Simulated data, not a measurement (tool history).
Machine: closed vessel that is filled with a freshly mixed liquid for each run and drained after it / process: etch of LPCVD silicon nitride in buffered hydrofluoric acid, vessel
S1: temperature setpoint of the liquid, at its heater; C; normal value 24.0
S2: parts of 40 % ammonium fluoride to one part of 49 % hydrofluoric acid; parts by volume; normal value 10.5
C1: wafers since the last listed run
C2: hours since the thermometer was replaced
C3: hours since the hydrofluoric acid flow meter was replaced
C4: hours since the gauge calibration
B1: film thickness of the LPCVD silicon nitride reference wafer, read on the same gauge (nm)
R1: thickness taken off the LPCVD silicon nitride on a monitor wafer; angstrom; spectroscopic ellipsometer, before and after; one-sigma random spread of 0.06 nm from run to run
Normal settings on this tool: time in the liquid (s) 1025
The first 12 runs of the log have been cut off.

run 13 hour=141.8 | S1=28.5 S2=10.5 time_in_the_liquid_(s)=1025 | C1=900 C2=2707.6 C3=1670.3 C4=218.5 | B1=129.99 | R1=189.2
run 14 hour=150.2 | S1=24.0 S2=10.5 time_in_the_liquid_(s)=695 | C1=518 C2=2716.0 C3=1678.7 C4=226.9 | B1=129.97 | R1=101.3
run 15 hour=165.5 | S1=24.0 S2=10.5 time_in_the_liquid_(s)=1025 | C1=943 C2=2731.3 C3=1694.0 C4=242.2 | B1=130.04 | R1=150.1
run 16 hour=175.4 | S1=25.5 S2=13.0 time_in_the_liquid_(s)=1610 | C1=610 C2=2741.2 C3=1703.9 C4=252.1 | B1=129.99 | R1=206.1
run 17 hour=183.4 | S1=20.0 S2=12.5 time_in_the_liquid_(s)=545 | C1=493 C2=2749.2 C3=1711.9 C4=260.1 | B1=129.97 | R1=53.3
run 18 hour=196.2 | S1=20.5 S2=10.5 time_in_the_liquid_(s)=1025 | C1=789 C2=2762.0 C3=1724.7 C4=272.9 | B1=130.00 | R1=122.0
-- hour=218.4 gauge calibrated
run 19 hour=225.7 | S1=24.0 S2=7.5 time_in_the_liquid_(s)=795 | C1=1819 C2=2791.5 C3=1754.2 C4=7.3 | B1=130.00 | R1=157.6
run 20 hour=234.8 | S1=25.5 S2=8.0 time_in_the_liquid_(s)=1250 | C1=561 C2=2800.6 C3=1763.3 C4=16.4 | B1=130.03 | R1=249.8
-- hour=239.6 thermometer replaced
run 21 hour=246.7 | S1=24.0 S2=10.5 time_in_the_liquid_(s)=1580 | C1=672 C2=7.1 C3=1775.2 C4=28.3 | B1=130.01 | R1=229.1
-- hour=251.5 hydrofluoric acid flow meter replaced
run 22 hour=273.8 | S1=19.0 S2=13.5 time_in_the_liquid_(s)=745 | C1=1610 C2=34.2 C3=22.3 C4=55.4 | B1=129.99 | R1=64.0
run 23 hour=288.5 | S1=27.0 S2=9.0 time_in_the_liquid_(s)=425 | C1=906 C2=48.9 C3=37.0 C4=70.1 | B1=130.04 | R1=81.0
run 24 hour=299.1 | S1=26.0 S2=13.5 time_in_the_liquid_(s)=580 | C1=653 C2=59.5 C3=47.6 C4=80.7 | B1=129.98 | R1=73.1
run 25 hour=313.1 | S1=27.5 S2=12.0 time_in_the_liquid_(s)=1025 | C1=863 C2=73.5 C3=61.6 C4=94.7 | B1=129.99 | R1=157.6
run 26 hour=323.7 | S1=24.0 S2=10.5 time_in_the_liquid_(s)=1025 | C1=653 C2=84.1 C3=72.2 C4=105.3 | B1=129.98 | R1=148.1
run 27 hour=331.4 | S1=22.0 S2=7.5 time_in_the_liquid_(s)=1520 | C1=475 C2=91.8 C3=79.9 C4=113.0 | B1=130.02 | R1=269.1
run 28 hour=345.6 | S1=22.5 S2=10.5 time_in_the_liquid_(s)=675 | C1=876 C2=106.0 C3=94.1 C4=127.2 | B1=130.05 | R1=90.0
run 29 hour=353.3 | S1=24.0 S2=10.5 time_in_the_liquid_(s)=1025 | C1=475 C2=113.7 C3=101.8 C4=134.9 | B1=130.05 | R1=148.7

Run 30 has not been measured yet. What should we expect?
run 30 hour=399.4 | S1=24.0 S2=12.5 time_in_the_liquid_(s)=1260 | C1=2843 C2=159.8 C3=147.9 C4=181.0 | B1=? | R1=?

B1: 130.01
R1: 153.6 angstrom
Were there no unlogged condition in the tool, this run, its random variation unchanged, would have produced R1 153.6 angstrom.
